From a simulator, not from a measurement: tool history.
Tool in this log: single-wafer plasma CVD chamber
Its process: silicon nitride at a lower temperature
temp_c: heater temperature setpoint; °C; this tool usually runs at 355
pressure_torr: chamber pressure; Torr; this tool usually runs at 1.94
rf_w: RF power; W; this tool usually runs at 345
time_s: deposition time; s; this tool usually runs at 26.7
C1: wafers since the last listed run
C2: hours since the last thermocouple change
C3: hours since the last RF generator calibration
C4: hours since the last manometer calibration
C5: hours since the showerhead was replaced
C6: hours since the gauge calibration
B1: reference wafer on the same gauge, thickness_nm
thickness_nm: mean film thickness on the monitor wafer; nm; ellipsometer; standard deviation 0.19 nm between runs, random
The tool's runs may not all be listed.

Run 1, hour 0: usual settings but rf_w 390 W, time_s 28.6 s; C1 0; C2 1206.8; C3 794; C4 834.3; C5 2699.8; C6 87.4; B1 30.528. Result: thickness_nm 39.392 nm.
Run 2, hour 11.9: usual settings but rf_w 390 W, time_s 28.6 s; C1 325; C2 1218.7; C3 805.9; C4 846.2; C5 2711.7; C6 99.3; B1 30.51. Result: thickness_nm 39.741 nm.
Run 3, hour 19.4: usual settings; C1 205; C2 1226.2; C3 813.4; C4 853.7; C5 2719.2; C6 106.8; B1 30.504. Result: thickness_nm 35.07 nm.
Run 4, hour 36.1: usual settings; C1 457; C2 1242.9; C3 830.1; C4 870.4; C5 2735.9; C6 123.5; B1 30.535. Result: thickness_nm 35.398 nm.
Run 5, hour 43.7: usual settings but pressure_torr 2.31 Torr, time_s 28.1 s; C1 208; C2 1250.5; C3 837.7; C4 878; C5 2743.5; C6 131.1; B1 30.435. Result: thickness_nm 39.481 nm.
Run 6, hour 51.5: usual settings but temp_c 348 °C, rf_w 395 W; C1 213; C2 1258.3; C3 845.5; C4 885.8; C5 2751.3; C6 138.9; B1 30.488. Result: thickness_nm 37.376 nm.
Run 7, hour 64.9: usual settings but temp_c 348 °C, rf_w 395 W; C1 366; C2 1271.7; C3 858.9; C4 899.2; C5 2764.7; C6 152.3; B1 30.478. Result: thickness_nm 37.277 nm.
Run 8, hour 80.4: usual settings but temp_c 348 °C, rf_w 395 W; C1 424; C2 1287.2; C3 874.4; C4 914.7; C5 2780.2; C6 167.8; B1 30.49. Result: thickness_nm 37.313 nm.
Run 9, hour 96.1: usual settings but time_s 25.4 s; C1 429; C2 1302.9; C3 890.1; C4 930.4; C5 2795.9; C6 183.5; B1 30.511. Result: thickness_nm 33.286 nm.
Run 10, hour 111.8: usual settings but time_s 25.4 s; C1 429; C2 1318.6; C3 905.8; C4 946.1; C5 2811.6; C6 199.2; B1 30.502. Result: thickness_nm 33.314 nm.
At hour 147.3: showerhead replaced.
Run 11, hour 154.9: usual settings but time_s 25.4 s; C1 960; C2 1361.7; C3 948.9; C4 989.2; C5 7.6; C6 242.3; B1 30.481. Result: thickness_nm 33.648 nm.
At hour 166.5: thermocouple changed; heater temperature recalibrated.
At hour 175.3: capacitance manometer re-zeroed and calibrated.
Run 12, hour 200.8: usual settings but temp_c 350 °C; C1 818; C2 34.3; C3 994.8; C4 25.5; C5 53.5; C6 288.2; B1 30.465. Result: thickness_nm 35.609 nm.
Run 13, hour 207.2: usual settings but temp_c 350 °C; C1 175; C2 40.7; C3 1001.2; C4 31.9; C5 59.9; C6 294.6; B1 30.523. Result: thickness_nm 35.162 nm.
Run 14, hour 218.1: usual settings but pressure_torr 2.3 Torr, rf_w 315 W, time_s 28.4 s; C1 298; C2 51.6; C3 1012.1; C4 42.8; C5 70.8; C6 305.5; B1 30.529. Result: thickness_nm 38.371 nm.
Run 15, hour 227: usual settings but temp_c 348 °C, rf_w 395 W; C1 243; C2 60.5; C3 1021; C4 51.7; C5 79.7; C6 314.4; B1 30.518. Result: thickness_nm 37.538 nm.
Run 16, hour 243.5: usual settings but temp_c 366 °C, pressure_torr 2.17 Torr; C1 451; C2 77; C3 1037.5; C4 68.2; C5 96.2; C6 330.9; B1 30.524. Result: thickness_nm 36.829 nm.
Run 17, hour 249.8: usual settings but pressure_torr 1.67 Torr, rf_w 285 W; C1 172; C2 83.3; C3 1043.8; C4 74.5; C5 102.5; C6 337.2; B1 30.525. Result: thickness_nm 31.184 nm.
At hour 279.4: RF generator calibrated.
At hour 298.2: gauge calibrated.
Run 18, hour 301.6: usual settings but temp_c 350 °C, pressure_torr 1.59 Torr; C1 1199; C2 135.1; C3 22.2; C4 126.3; C5 154.3; C6 3.4; B1 30.505. Result: thickness_nm 32.703 nm.
Run 19, hour 308.2: usual settings but pressure_torr 1.58 Torr; C1 180; C2 141.7; C3 28.8; C4 132.9; C5 160.9; C6 10; B1 30.492. Result: thickness_nm 32.633 nm.
Run 20, hour 316.6: usual settings; C1 229; C2 150.1; C3 37.2; C4 141.3; C5 169.3; C6 18.4; B1 30.511. Result: thickness_nm 35.295 nm.
Run 21, hour 326.4: usual settings; C1 268; C2 159.9; C3 47; C4 151.1; C5 179.1; C6 28.2; B1 30.468. Result: thickness_nm 35.558 nm.
Run 22, hour 343.4: usual settings but pressure_torr 2.31 Torr, rf_w 310 W; C1 465; C2 176.9; C3 64; C4 168.1; C5 196.1; C6 45.2; B1 30.511. Result: thickness_nm 35.948 nm.
Run 23, hour 350.2: usual settings but temp_c 346 °C, pressure_torr 1.81 Torr, rf_w 370 W; C1 186; C2 183.7; C3 70.8; C4 174.9; C5 202.9; C6 52; B1 30.466. Result: thickness_nm 35.323 nm.
Run 24, hour 384.4: usual settings but pressure_torr 2.11 Torr; C1 936; C2 217.9; C3 105; C4 209.1; C5 237.1; C6 86.2; B1 30.493. Result: thickness_nm 36.272 nm.
Run 25, hour 394.5: usual settings but pressure_torr 1.67 Torr, rf_w 295 W; C1 276; C2 228; C3 115.1; C4 219.2; C5 247.2; C6 96.3; B1 30.48. Result: thickness_nm 31.465 nm.
Run 26, hour 400.6: usual settings but temp_c 364 °C; C1 167; C2 234.1; C3 121.2; C4 225.3; C5 253.3; C6 102.4; B1 30.492. Result: thickness_nm 35.178 nm.

Consider 3 possible next runs. They are alternatives, not a sequence: every one starts from the tool as it was left by run 26. What does each give?
Run A, hour 401: usual settings; C1 10; C2 234.5; C3 121.6; C4 225.7; C5 253.7; C6 102.8; B1 ?. Result: thickness_nm ?.
Run B, hour 401: usual settings but temp_c 368 °C, pressure_torr 1.45 Torr; C1 10; C2 234.5; C3 121.6; C4 225.7; C5 253.7; C6 102.8; B1 ?. Result: thickness_nm ?.
Run C, hour 401: usual settings but temp_c 369 °C, rf_w 360 W; C1 10; C2 234.5; C3 121.6; C4 225.7; C5 253.7; C6 102.8; B1 ?. Result: thickness_nm ?.

run      B1  thickness_nm
  A  30.505        35.209
  B  30.505        31.102
  C  30.505        35.596
Stripped of hidden state, with their random variation kept, the same runs would have yielded:
run  thickness_nm
  A        35.209
  B        31.102
  C        35.596
